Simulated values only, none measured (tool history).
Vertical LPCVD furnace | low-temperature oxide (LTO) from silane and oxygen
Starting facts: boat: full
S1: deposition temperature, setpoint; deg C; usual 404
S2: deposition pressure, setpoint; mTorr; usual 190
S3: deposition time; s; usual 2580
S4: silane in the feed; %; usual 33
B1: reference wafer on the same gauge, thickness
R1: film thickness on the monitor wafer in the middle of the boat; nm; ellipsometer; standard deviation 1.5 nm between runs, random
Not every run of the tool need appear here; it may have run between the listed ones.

run 1 day=0 | S1=404 S2=190 S3=2580 S4=33 | B1=318.75 | R1=278.7
run 2 day=3.704 | S1=404 S2=190 S3=2580 S4=30 | B1=318.69 | R1=241.04
run 3 day=7.404 | S1=404 S2=190 S3=2580 S4=30 | B1=318.92 | R1=240.47
run 4 day=11.308 | S1=404 S2=190 S3=2580 S4=33 | B1=318.57 | R1=276.91
run 5 day=12.975 | S1=399 S2=190 S3=2580 S4=33 | B1=318.97 | R1=261.67
run 6 day=16.808 | S1=399 S2=190 S3=2580 S4=33 | B1=318.91 | R1=258.33
run 7 day=19.733 | S1=399 S2=190 S3=2580 S4=33 | B1=319.05 | R1=259.28
run 8 day=23.092 | S1=404 S2=190 S3=2580 S4=33 | B1=318.92 | R1=277.76
run 9 day=27.104 | S1=404 S2=190 S3=2580 S4=33 | B1=318.87 | R1=275.67
-- day=30.7 pressure gauge zeroed
run 10 day=31.225 | S1=404 S2=190 S3=2580 S4=33 | B1=319.08 | R1=274.72
run 11 day=35.512 | S1=404 S2=190 S3=2580 S4=33 | B1=318.85 | R1=277.46
run 12 day=43.904 | S1=404 S2=190 S3=2580 S4=33 | B1=319.18 | R1=277.46
run 13 day=45.946 | S1=404 S2=190 S3=2580 S4=31 | B1=319.44 | R1=252.77
run 14 day=48.712 | S1=404 S2=190 S3=3360 S4=38 | B1=319.23 | R1=436.57
run 15 day=50.612 | S1=404 S2=190 S3=2580 S4=33 | B1=318.92 | R1=275.81
run 16 day=53.896 | S1=401 S2=190 S3=2580 S4=33 | B1=319.2 | R1=265.67
-- day=57.225 silane flow controller replaced
run 17 day=57.246 | S1=404 S2=190 S3=2580 S4=33 | B1=319.15 | R1=288.87
run 18 day=60.3 | S1=404 S2=190 S3=1560 S4=27 | B1=318.89 | R1=130.27
-- day=63.642 gauge calibrated
-- day=63.817 thermocouples replaced and temperature profile calibrated
run 19 day=64.1 | S1=416 S2=190 S3=2580 S4=33 | B1=319.2 | R1=330.93
run 20 day=66.038 | S1=404 S2=155 S3=2580 S4=31 | B1=318.91 | R1=215.87
run 21 day=70.146 | S1=396 S2=175 S3=1800 S4=38 | B1=318.92 | R1=203.6
run 22 day=72.879 | S1=399 S2=150 S3=1950 S4=28 | B1=318.83 | R1=125.61
run 23 day=75.758 | S1=398 S2=190 S3=3480 S4=33 | B1=319.07 | R1=362.21
run 24 day=77.592 | S1=404 S2=235 S3=1560 S4=31 | B1=319.19 | R1=196.59
run 25 day=81.625 | S1=404 S2=190 S3=2580 S4=33 | B1=319.11 | R1=284.74
run 26 day=85.567 | S1=411 S2=205 S3=1770 S4=29 | B1=319.24 | R1=190.52

4 options for the next run, each taken on its own from the tool as it stands now. Forecast them:
run A day=85.725 | S1=404 S2=190 S3=2580 S4=33 | B1=? | R1=?
run B day=85.725 | S1=394 S2=175 S3=2580 S4=39 | B1=? | R1=?
run C day=85.725 | S1=404 S2=190 S3=3150 S4=33 | B1=? | R1=?
run D day=85.725 | S1=410 S2=190 S3=2580 S4=30 | B1=? | R1=?

run=A B1=319.32 R1=285.68
run=B B1=319.32 R1=293.37
run=C B1=319.32 R1=348.8
run=D B1=319.32 R1=267.11
Take away the tool's hidden state, keep each run's random variation, and the runs would have read:
run=A R1=291.81
run=B R1=298.55
run=C R1=356.29
run=D R1=273.36

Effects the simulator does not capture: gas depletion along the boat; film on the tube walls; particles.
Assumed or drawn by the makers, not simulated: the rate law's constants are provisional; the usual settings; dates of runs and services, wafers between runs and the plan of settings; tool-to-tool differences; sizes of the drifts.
